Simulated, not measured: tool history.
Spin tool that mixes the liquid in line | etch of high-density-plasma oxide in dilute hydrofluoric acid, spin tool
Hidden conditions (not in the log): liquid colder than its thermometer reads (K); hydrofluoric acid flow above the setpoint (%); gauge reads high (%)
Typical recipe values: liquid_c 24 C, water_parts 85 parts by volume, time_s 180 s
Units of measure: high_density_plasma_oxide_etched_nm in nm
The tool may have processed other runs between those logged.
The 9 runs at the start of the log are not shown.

run,hour,liquid_c,water_parts,time_s,wafers since the last listed run,hours since the thermometer was replaced,hours since the hydrofluoric acid flow meter was replaced,hours since the gauge calibration,"read-back film thickness of the high-density-plasma oxide reference wafer, read on the same gauge (nm)",high_density_plasma_oxide_etched_nm
10,135.8,24,55,180,309,40.1,36.2,201.7,130.02,22.7
11,153.4,19.5,70,290,164,57.7,53.8,219.3,130.01,23.23
12,169.6,26.5,95,180,151,73.9,70,235.5,129.96,13.71
13,216.6,24,85,180,440,120.9,117,282.5,130,14.23
14,224.1,22.5,115,275,70,128.4,124.5,290,130.01,14.57
# hour 241.6: gauge calibrated
15,248.5,24,75,180,228,152.8,148.9,6.9,129.98,16.29
16,263.5,26.5,85,180,140,167.8,163.9,21.9,130.01,15.68
17,276.9,24,50,180,125,181.2,177.3,35.3,129.97,25.46
18,283,24,85,180,57,187.3,183.4,41.4,130.03,14.18
19,300.3,25.5,50,180,161,204.6,200.7,58.7,130.03,26.9
20,316,28.5,55,265,146,220.3,216.4,74.4,130,40.42
21,329,24,85,180,121,233.3,229.4,87.4,130.03,14.25
22,341.7,24,85,180,118,246,242.1,100.1,130.04,14.24
23,356.8,26,85,115,141,261.1,257.2,115.2,130.05,9.93
24,363.2,24,70,180,59,267.5,263.6,121.6,130.01,17.85
25,374,27.5,85,225,101,278.3,274.4,132.4,129.99,20.51
26,382.6,24,65,180,80,286.9,283,141,130.03,19.11
27,388.7,24,85,250,57,293,289.1,147.1,129.99,19.87
28,396.2,24,85,70,70,300.5,296.6,154.6,129.95,5.6
29,410.8,27,85,180,136,315.1,311.2,169.2,129.96,16.14
30,418.8,19.5,85,180,74,323.1,319.2,177.2,129.95,11.95
31,436.2,20,115,120,162,340.5,336.6,194.6,130.03,5.83
32,447,24,60,180,101,351.3,347.4,205.4,129.97,21.05

Here are 4 independent what-if runs from the current tool condition. What would each one return?
A,447.5,24,100,180,4,351.8,347.9,205.9,?,?
B,447.5,26.5,115,135,4,351.8,347.9,205.9,?,?
C,447.5,24,110,115,4,351.8,347.9,205.9,?,?
D,447.5,21.5,45,180,4,351.8,347.9,205.9,?,?

run,"read-back film thickness of the high-density-plasma oxide reference wafer, read on the same gauge (nm)",high_density_plasma_oxide_etched_nm
A,129.99,11.97
B,129.99,8.45
C,129.99,6.87
D,129.99,25.68
Had the tool no hidden state, the same runs would have come out as:
run,high_density_plasma_oxide_etched_nm
A,11.69
B,8.25
C,6.71
D,25.12

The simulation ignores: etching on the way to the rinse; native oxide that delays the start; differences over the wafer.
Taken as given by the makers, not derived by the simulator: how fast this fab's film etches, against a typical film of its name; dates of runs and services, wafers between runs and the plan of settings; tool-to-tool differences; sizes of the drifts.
